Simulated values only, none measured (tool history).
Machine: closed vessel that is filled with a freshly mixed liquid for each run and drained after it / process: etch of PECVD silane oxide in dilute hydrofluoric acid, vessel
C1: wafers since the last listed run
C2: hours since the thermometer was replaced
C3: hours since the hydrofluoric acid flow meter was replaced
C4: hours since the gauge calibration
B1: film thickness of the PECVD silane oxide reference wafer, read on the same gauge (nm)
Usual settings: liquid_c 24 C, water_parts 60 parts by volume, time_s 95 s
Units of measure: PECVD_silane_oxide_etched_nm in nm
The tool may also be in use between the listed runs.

{"run": 1, "day": 0.0, "liquid_c": 24, "water_parts": 60, "time_s": 95, "C1": 0, "C2": 300, "C3": 506, "C4": 139.9, "B1": 149.99, "PECVD_silane_oxide_etched_nm": 50.73}
{"run": 2, "day": 0.483, "liquid_c": 24, "water_parts": 60, "time_s": 95, "C1": 1291, "C2": 311.6, "C3": 517.6, "C4": 151.5, "B1": 149.97, "PECVD_silane_oxide_etched_nm": 50.53}
{"run": 3, "day": 0.958, "liquid_c": 24, "water_parts": 60, "time_s": 95, "C1": 1268, "C2": 323, "C3": 529, "C4": 162.9, "B1": 150.03, "PECVD_silane_oxide_etched_nm": 49.59}
{"run": 4, "day": 1.225, "liquid_c": 26, "water_parts": 60, "time_s": 95, "C1": 712, "C2": 329.4, "C3": 535.4, "C4": 169.3, "B1": 149.99, "PECVD_silane_oxide_etched_nm": 54.59}
{"run": 5, "day": 1.492, "liquid_c": 26, "water_parts": 60, "time_s": 95, "C1": 712, "C2": 335.8, "C3": 541.8, "C4": 175.7, "B1": 150.01, "PECVD_silane_oxide_etched_nm": 55.29}
{"run": 6, "day": 1.908, "liquid_c": 26, "water_parts": 60, "time_s": 95, "C1": 1112, "C2": 345.8, "C3": 551.8, "C4": 185.7, "B1": 150.04, "PECVD_silane_oxide_etched_nm": 55.11}
{"run": 7, "day": 2.204, "liquid_c": 24, "water_parts": 50, "time_s": 70, "C1": 790, "C2": 352.9, "C3": 558.9, "C4": 192.8, "B1": 149.99, "PECVD_silane_oxide_etched_nm": 44.47}
{"run": 8, "day": 2.825, "liquid_c": 24, "water_parts": 50, "time_s": 70, "C1": 1658, "C2": 367.8, "C3": 573.8, "C4": 207.7, "B1": 150, "PECVD_silane_oxide_etched_nm": 45.12}
{"run": 9, "day": 3.504, "liquid_c": 24, "water_parts": 60, "time_s": 95, "C1": 1814, "C2": 384.1, "C3": 590.1, "C4": 224, "B1": 150.05, "PECVD_silane_oxide_etched_nm": 49.47}
{"run": 10, "day": 3.8, "liquid_c": 24, "water_parts": 60, "time_s": 95, "C1": 790, "C2": 391.2, "C3": 597.2, "C4": 231.1, "B1": 150.02, "PECVD_silane_oxide_etched_nm": 50.27}
{"day": 4.433, "done": "hydrofluoric acid flow meter replaced"}
{"run": 11, "day": 4.521, "liquid_c": 24, "water_parts": 60, "time_s": 95, "C1": 1814, "C2": 408.5, "C3": 2.1, "C4": 248.4, "B1": 149.96, "PECVD_silane_oxide_etched_nm": 55.61}
{"day": 4.8, "done": "gauge calibrated"}
{"run": 12, "day": 4.954, "liquid_c": 24, "water_parts": 60, "time_s": 125, "C1": 1157, "C2": 418.9, "C3": 12.5, "C4": 3.7, "B1": 150.03, "PECVD_silane_oxide_etched_nm": 73.31}
{"run": 13, "day": 5.592, "liquid_c": 24, "water_parts": 60, "time_s": 125, "C1": 1702, "C2": 434.2, "C3": 27.8, "C4": 19, "B1": 150.03, "PECVD_silane_oxide_etched_nm": 73.64}
{"run": 14, "day": 6.054, "liquid_c": 26.5, "water_parts": 85, "time_s": 135, "C1": 1235, "C2": 445.3, "C3": 38.9, "C4": 30.1, "B1": 149.97, "PECVD_silane_oxide_etched_nm": 59.81}
{"run": 15, "day": 6.525, "liquid_c": 27.5, "water_parts": 35, "time_s": 60, "C1": 1257, "C2": 456.6, "C3": 50.2, "C4": 41.4, "B1": 150, "PECVD_silane_oxide_etched_nm": 71.2}
{"day": 7.029, "done": "thermometer replaced"}
{"run": 16, "day": 7.075, "liquid_c": 24, "water_parts": 60, "time_s": 50, "C1": 1357, "C2": 1.1, "C3": 63.4, "C4": 54.6, "B1": 149.99, "PECVD_silane_oxide_etched_nm": 29.53}
{"run": 17, "day": 7.412, "liquid_c": 19, "water_parts": 80, "time_s": 95, "C1": 901, "C2": 9.2, "C3": 71.5, "C4": 62.7, "B1": 150.02, "PECVD_silane_oxide_etched_nm": 32.68}
{"run": 18, "day": 7.758, "liquid_c": 24, "water_parts": 40, "time_s": 45, "C1": 923, "C2": 17.5, "C3": 79.8, "C4": 71, "B1": 149.99, "PECVD_silane_oxide_etched_nm": 40.06}
{"run": 19, "day": 8.233, "liquid_c": 19.5, "water_parts": 75, "time_s": 140, "C1": 1268, "C2": 28.9, "C3": 91.2, "C4": 82.4, "B1": 150, "PECVD_silane_oxide_etched_nm": 52.63}
{"run": 20, "day": 8.646, "liquid_c": 24, "water_parts": 60, "time_s": 95, "C1": 1101, "C2": 38.8, "C3": 101.1, "C4": 92.3, "B1": 149.97, "PECVD_silane_oxide_etched_nm": 54.24}
{"run": 21, "day": 9.321, "liquid_c": 21.5, "water_parts": 45, "time_s": 70, "C1": 1802, "C2": 55, "C3": 117.3, "C4": 108.5, "B1": 150, "PECVD_silane_oxide_etched_nm": 49.6}
{"run": 22, "day": 9.729, "liquid_c": 24, "water_parts": 60, "time_s": 135, "C1": 1090, "C2": 64.8, "C3": 127.1, "C4": 118.3, "B1": 149.98, "PECVD_silane_oxide_etched_nm": 77.49}
{"run": 23, "day": 10.083, "liquid_c": 24, "water_parts": 50, "time_s": 70, "C1": 945, "C2": 73.3, "C3": 135.6, "C4": 126.8, "B1": 149.95, "PECVD_silane_oxide_etched_nm": 49.22}
{"run": 24, "day": 10.725, "liquid_c": 19.5, "water_parts": 75, "time_s": 140, "C1": 1713, "C2": 88.7, "C3": 151, "C4": 142.2, "B1": 150.01, "PECVD_silane_oxide_etched_nm": 51.5}
{"run": 25, "day": 11.3, "liquid_c": 28, "water_parts": 75, "time_s": 115, "C1": 1535, "C2": 102.5, "C3": 164.8, "C4": 156, "B1": 150.02, "PECVD_silane_oxide_etched_nm": 60.58}
{"run": 26, "day": 12.033, "liquid_c": 24, "water_parts": 70, "time_s": 95, "C1": 1958, "C2": 120.1, "C3": 182.4, "C4": 173.6, "B1": 150, "PECVD_silane_oxide_etched_nm": 45.56}
{"run": 27, "day": 12.35, "liquid_c": 24, "water_parts": 60, "time_s": 80, "C1": 845, "C2": 127.7, "C3": 190, "C4": 181.2, "B1": 149.99, "PECVD_silane_oxide_etched_nm": 44.94}

Alternative continuations, all from the tool just after run 27; predict every row:
{"run": "A", "day": 12.379, "liquid_c": 20.5, "water_parts": 60, "time_s": 95, "C1": 77, "C2": 128.4, "C3": 190.7, "C4": 181.9, "B1": "?", "PECVD_silane_oxide_etched_nm": "?"}
{"run": "B", "day": 12.379, "liquid_c": 24, "water_parts": 45, "time_s": 125, "C1": 77, "C2": 128.4, "C3": 190.7, "C4": 181.9, "B1": "?", "PECVD_silane_oxide_etched_nm": "?"}
{"run": "C", "day": 12.379, "liquid_c": 20.5, "water_parts": 75, "time_s": 115, "C1": 77, "C2": 128.4, "C3": 190.7, "C4": 181.9, "B1": "?", "PECVD_silane_oxide_etched_nm": "?"}

run=A B1=149.95 PECVD_silane_oxide_etched_nm=46.96
run=B B1=149.95 PECVD_silane_oxide_etched_nm=97.18
run=C B1=149.95 PECVD_silane_oxide_etched_nm=44.64
Without the tool's hidden state the same runs would have given:
run=A PECVD_silane_oxide_etched_nm=49.34
run=B PECVD_silane_oxide_etched_nm=102.07
run=C PECVD_silane_oxide_etched_nm=46.94
